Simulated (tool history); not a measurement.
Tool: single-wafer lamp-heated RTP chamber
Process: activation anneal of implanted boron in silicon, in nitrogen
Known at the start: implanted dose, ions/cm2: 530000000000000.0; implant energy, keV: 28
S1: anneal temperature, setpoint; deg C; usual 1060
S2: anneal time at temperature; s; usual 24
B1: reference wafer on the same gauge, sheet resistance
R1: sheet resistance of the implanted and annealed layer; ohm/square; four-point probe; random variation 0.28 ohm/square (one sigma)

run,hour,S1,S2,B1,R1
1,0.0,1060,24,217.01,187.23
2,56.5,1060,24,217.10,186.68
3,76.0,1060,24,217.03,187.14
4,95.1,1047,24,217.04,187.80
5,122.9,1060,24,217.08,187.00
6,138.1,1038,24,216.93,188.52
7,173.2,1060,24,217.07,187.04
8,196.1,1060,24,216.90,187.20
9,231.9,1060,24,217.13,187.26
10,255.3,1060,24,216.91,186.74
11,268.8,1060,24,217.11,187.20
12,284.3,1043,28,217.09,187.94
13,308.6,1043,28,216.85,187.30
# hour 328.8: pyrometer window cleaned and pyrometer calibrated
14,385.0,1043,28,217.10,188.18
# hour 389.9: gauge calibrated
15,414.9,1060,24,216.88,187.25
16,446.6,1060,24,217.04,187.02
17,465.9,1060,24,216.88,187.13
18,495.5,1060,24,216.92,187.15
19,513.8,1037,10,217.07,190.84
20,538.6,1081,29,216.93,185.55
21,571.5,1060,24,216.93,186.75
# hour 621.6: reflector plate cleaned
# hour 681.2: pyrometer window cleaned and pyrometer calibrated
22,681.7,1079,38,216.96,184.83
23,705.9,1035,13,217.06,190.17
24,740.2,1081,18,217.04,186.47
25,764.4,1043,18,217.07,188.61
26,778.5,1050,13,216.98,189.25
27,798.3,1072,24,216.93,186.66
28,813.3,1060,24,217.05,187.43
29,846.4,1060,36,216.86,185.93
30,868.4,1050,28,217.06,187.44
31,887.4,1060,36,217.18,186.21
32,907.5,1060,24,217.07,187.03
33,921.4,1072,33,216.88,185.69
34,948.2,1075,18,217.08,186.88
35,964.3,1080,24,217.04,186.07
36,988.7,1031,29,216.98,188.97

Forecast each of these 3 alternatives for the next run:
A,989.1,1060,32,?,?
B,989.1,1060,12,?,?
C,989.1,1083,20,?,?

run,B1,R1
A,217.04,186.81
B,217.04,189.09
C,217.04,186.89
Without the tool's hidden state the same runs would have given:
run,R1
A,186.81
B,189.09
C,186.89
